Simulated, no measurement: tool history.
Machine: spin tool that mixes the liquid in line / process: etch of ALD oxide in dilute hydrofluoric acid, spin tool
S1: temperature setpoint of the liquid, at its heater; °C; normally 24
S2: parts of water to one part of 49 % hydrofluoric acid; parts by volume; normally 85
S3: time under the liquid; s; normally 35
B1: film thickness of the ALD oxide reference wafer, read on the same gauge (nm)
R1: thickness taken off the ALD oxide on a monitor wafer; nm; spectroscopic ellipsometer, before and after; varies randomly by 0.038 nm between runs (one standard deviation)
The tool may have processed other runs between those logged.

Run 1, hour 0: usual settings; B1 59.99. Result: R1 6.51 nm.
Run 2, hour 39.9: usual settings but S2 110 parts by volume; B1 59.99. Result: R1 4.8 nm.
Run 3, hour 52.5: usual settings but S1 23 °C; B1 59.98. Result: R1 6.16 nm.
Run 4, hour 70.2: usual settings but S1 23 °C; B1 60. Result: R1 6.21 nm.
Run 5, hour 86: usual settings but S3 25 s; B1 60.02. Result: R1 4.66 nm.
Run 6, hour 101.8: usual settings but S3 25 s; B1 59.95. Result: R1 4.6 nm.
Run 7, hour 113.2: usual settings; B1 60.01. Result: R1 6.47 nm.
Run 8, hour 122.2: usual settings; B1 59.97. Result: R1 6.51 nm.
Run 9, hour 129.4: usual settings; B1 60.01. Result: R1 6.58 nm.
Run 10, hour 138.7: usual settings but S1 22.5 °C; B1 59.99. Result: R1 6.17 nm.
Run 11, hour 150.7: usual settings but S1 22.5 °C; B1 59.99. Result: R1 6.12 nm.
Run 12, hour 157.5: usual settings but S1 22.5 °C; B1 59.96. Result: R1 6.14 nm.
At hour 172.8: thermometer replaced.
Run 13, hour 174.6: usual settings; B1 60.04. Result: R1 6.03 nm.
Run 14, hour 187.9: usual settings; B1 59.98. Result: R1 6.08 nm.
Run 15, hour 204.2: usual settings but S1 26 °C; B1 59.99. Result: R1 6.59 nm.
Run 16, hour 213.9: usual settings but S1 26 °C; B1 59.99. Result: R1 6.52 nm.
Run 17, hour 228.3: usual settings; B1 60.03. Result: R1 6 nm.
Run 18, hour 236: usual settings; B1 60.02. Result: R1 6.08 nm.
At hour 239.5: gauge calibrated.
Run 19, hour 251.4: usual settings but S1 27.5 °C; B1 59.99. Result: R1 6.93 nm.
Run 20, hour 262.5: usual settings but S1 29 °C, S2 65 parts by volume, S3 15 s; B1 60.01. Result: R1 4.28 nm.
Run 21, hour 268.8: usual settings but S1 22 °C, S3 20 s; B1 60.01. Result: R1 3.18 nm.
Run 22, hour 283.8: usual settings but S1 29 °C, S3 25 s; B1 60. Result: R1 5.28 nm.
Run 23, hour 294.2: usual settings; B1 60.02. Result: R1 6.09 nm.
Run 24, hour 306.3: usual settings; B1 60.02. Result: R1 6.09 nm.
Run 25, hour 316.3: usual settings; B1 60.01. Result: R1 6.01 nm.
At hour 360: hydrofluoric acid flow meter replaced.
Run 26, hour 367.2: usual settings but S3 40 s; B1 60.04. Result: R1 6.96 nm.
Run 27, hour 376.1: usual settings but S1 21.5 °C, S2 110 parts by volume, S3 25 s; B1 59.95. Result: R1 2.96 nm.
Run 28, hour 385.3: usual settings but S1 19.5 °C, S3 50 s; B1 60.02. Result: R1 7.25 nm.
Run 29, hour 400.7: usual settings; B1 60.02. Result: R1 6.12 nm.
Run 30, hour 448.6: usual settings but S2 100 parts by volume; B1 59.98. Result: R1 5.13 nm.
Run 31, hour 461.9: usual settings but S1 28 °C, S3 20 s; B1 59.98. Result: R1 4.13 nm.
Run 32, hour 473.7: usual settings but S1 29 °C, S2 65 parts by volume, S3 15 s; B1 60.01. Result: R1 4.29 nm.
Run 33, hour 488: usual settings but S2 115 parts by volume, S3 55 s; B1 59.96. Result: R1 6.82 nm.
Run 34, hour 497.3: usual settings but S1 28.5 °C, S3 50 s; B1 59.98. Result: R1 10.52 nm.
Run 35, hour 513.6: usual settings; B1 60.02. Result: R1 6.13 nm.

The logged runs with the hidden state left out (each run's random variation unchanged):
What the log doesn't record here: liquid hotter than its thermometer reads (K); hydrofluoric acid flow below the setpoint (%); gauge reads high (%).
run     R1
  1   5.98
  2   4.41
  3   5.64
  4   5.68
  5   4.26
  6    4.2
  7    5.9
  8   5.94
  9      6
 10   5.62
 11   5.57
 12   5.59
 13   5.94
 14   5.99
 15   6.49
 16   6.42
 17    5.9
 18   5.97
 19    6.8
 20    4.2
 21   3.12
 22   5.18
 23   5.97
 24   5.97
 25   5.88
 26   6.79
 27   2.89
 28   7.06
 29   5.96
 30   4.98
 31   4.01
 32   4.16
 33   6.62
 34  10.21
 35   5.93
